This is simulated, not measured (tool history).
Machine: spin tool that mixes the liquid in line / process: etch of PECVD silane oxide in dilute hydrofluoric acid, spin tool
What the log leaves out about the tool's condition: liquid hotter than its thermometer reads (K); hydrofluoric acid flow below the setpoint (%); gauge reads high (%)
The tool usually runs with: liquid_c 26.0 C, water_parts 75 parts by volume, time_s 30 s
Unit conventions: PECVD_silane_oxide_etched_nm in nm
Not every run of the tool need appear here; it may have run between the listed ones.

run,hour,liquid_c,water_parts,time_s,wafers since the last listed run,hours since the thermometer was replaced,hours since the hydrofluoric acid flow meter was replaced,hours since the gauge calibration,"read-back film thickness of the PECVD silane oxide reference wafer, read on the same gauge (nm)",PECVD_silane_oxide_etched_nm
1,0.0,26.0,90,30,0,1280.5,400.2,658.9,50.00,9.33
# hour 82.2: thermometer replaced
2,104.5,29.5,75,30,2288,22.3,504.7,763.4,50.03,12.62
3,144.4,24.0,75,35,882,62.2,544.6,803.3,49.99,11.76
4,221.2,24.0,75,35,1698,139.0,621.4,880.1,50.03,11.93
5,322.5,24.0,75,35,2239,240.3,722.7,981.4,50.03,11.94
6,411.2,26.0,75,30,1961,329.0,811.4,1070.1,50.01,11.19
7,511.2,26.0,95,30,2210,429.0,911.4,1170.1,49.98,8.60
8,564.3,27.5,75,40,1174,482.1,964.5,1223.2,49.99,15.77
9,637.9,27.5,75,40,1627,555.7,1038.1,1296.8,50.02,16.08
10,731.1,27.5,75,40,2060,648.9,1131.3,1390.0,50.02,16.07
11,824.4,26.0,75,30,2062,742.2,1224.6,1483.3,50.04,11.39
12,861.3,26.0,75,30,815,779.1,1261.5,1520.2,49.96,11.49
13,902.3,26.0,75,30,906,820.1,1302.5,1561.2,49.98,11.39
14,946.2,26.0,75,30,970,864.0,1346.4,1605.1,49.99,11.40
# hour 957.1: hydrofluoric acid flow meter replaced
15,1006.3,23.5,75,40,1306,924.1,49.2,1665.2,49.97,13.58
16,1088.0,24.5,105,45,1806,1005.8,130.9,1746.9,50.00,11.00
# hour 1110.0: gauge calibrated
17,1156.2,26.0,65,15,1507,1074.0,199.1,46.2,49.99,6.67
18,1221.0,26.0,75,30,1432,1138.8,263.9,111.0,49.99,11.47
19,1395.5,30.5,60,20,3858,1313.3,438.4,285.5,49.97,11.61
20,1444.4,27.5,105,15,1081,1362.2,487.3,334.4,49.97,4.14
21,1515.5,26.0,75,30,1571,1433.3,558.4,405.5,50.02,11.54
# hour 1594.2: thermometer replaced
22,1606.2,28.5,75,15,1983,12.0,649.1,496.2,50.00,6.12
23,1701.3,24.0,75,30,2102,107.1,744.2,591.3,49.96,10.27
24,1761.7,23.5,75,30,1335,167.5,804.6,651.7,49.99,9.97
25,1824.1,26.0,75,30,1379,229.9,867.0,714.1,49.99,11.14
26,1867.2,30.0,95,30,952,273.0,910.1,757.2,50.01,9.89
27,1946.9,22.0,60,15,1762,352.7,989.8,836.9,50.01,6.05
28,2036.8,21.0,115,30,1987,442.6,1079.7,926.8,49.98,5.71
29,2141.8,23.0,100,30,2321,547.6,1184.7,1031.8,50.00,7.28

Each row is a separate what-if for the run after 29, all from the same tool condition, not one after another. Results?
A,2142.2,26.0,75,30,8,548.0,1185.1,1032.2,?,?
B,2142.2,30.0,110,15,8,548.0,1185.1,1032.2,?,?
C,2142.2,28.0,75,30,8,548.0,1185.1,1032.2,?,?
D,2142.2,21.5,75,25,8,548.0,1185.1,1032.2,?,?

run,"read-back film thickness of the PECVD silane oxide reference wafer, read on the same gauge (nm)",PECVD_silane_oxide_etched_nm
A,50.01,11.20
B,50.01,4.24
C,50.01,12.12
D,50.01,7.79
With the hidden condition removed and each run's random variation left untouched, the same runs would have given:
run,PECVD_silane_oxide_etched_nm
A,10.98
B,4.16
C,11.88
D,7.63
